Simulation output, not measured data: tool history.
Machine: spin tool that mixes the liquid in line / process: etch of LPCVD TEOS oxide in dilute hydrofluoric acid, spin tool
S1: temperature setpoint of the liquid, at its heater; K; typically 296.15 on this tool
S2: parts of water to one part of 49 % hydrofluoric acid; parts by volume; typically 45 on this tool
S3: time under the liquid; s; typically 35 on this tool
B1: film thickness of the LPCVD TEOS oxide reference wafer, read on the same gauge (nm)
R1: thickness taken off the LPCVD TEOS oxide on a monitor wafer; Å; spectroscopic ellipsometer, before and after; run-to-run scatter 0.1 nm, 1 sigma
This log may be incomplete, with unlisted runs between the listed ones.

run,hour,S1,S2,S3,B1,R1
1,0,296.15,50,35,152.34,112.5
2,27.2,296.15,50,35,152.52,113.9
3,49.1,296.15,45,40,152.63,143.5
4,72.3,296.15,45,40,152.81,143.1
5,91.5,296.15,45,35,152.88,125.2
6,116.7,296.15,45,35,153.05,126.3
7,132,296.15,45,35,153.18,125.8
8,152,296.15,45,35,153.28,127.2
9,169.8,296.15,45,35,153.4,127.4
10,195.1,296.15,45,35,153.51,128.6
11,214.7,296.15,45,35,153.65,127.5
12,227.1,296.15,45,35,153.76,127.7
# hour 237.8: hydrofluoric acid flow meter replaced
13,249.1,296.15,45,35,153.86,127.2
14,269,292.65,45,35,153.99,108.7
15,303.5,296.15,45,35,154.1,127.7
16,326,299.65,35,15,154.28,82
17,339.3,301.15,40,45,154.36,227.3
18,366.4,296.15,45,35,154.48,127.1
19,378.5,296.15,45,35,154.64,126.8
20,399.7,296.15,25,45,154.76,308.6
21,425.1,296.15,45,35,154.89,127.8
# hour 426.3: thermometer replaced
22,442.7,296.15,45,35,155.03,128.1
# hour 465.8: gauge calibrated
23,468,294.65,50,45,150.68,133.4
24,491.4,298.65,50,50,150.88,175.2
25,516.8,291.65,45,50,150.96,144.7
26,531.3,293.15,45,15,151.06,46.4
27,545.5,296.15,30,25,151.13,135.7
28,561.8,296.15,45,35,151.25,123.9
29,576,291.65,45,35,151.32,103.9
30,654.9,296.15,60,45,151.83,116.1
31,684.7,300.65,45,35,151.97,151.6
# hour 690.2: hydrofluoric acid flow meter replaced
32,704.1,296.15,35,35,152.07,163.3

Consider 5 possible next runs. They are alternatives, not a sequence: every one starts from the tool as it was left by run 32. What does each give?
A,704.5,296.15,55,35,?,?
B,704.5,294.15,45,50,?,?
C,704.5,300.65,45,20,?,?
D,704.5,292.15,45,35,?,?
E,704.5,296.15,45,30,?,?

run,B1,R1
A,152.11,101.4
B,152.11,164.9
C,152.11,86.2
D,152.11,106
E,152.11,107.6
Had the tool no hidden state, the same runs would have come out as:
run,R1
A,100
B,162.6
C,85
D,104.5
E,106.1
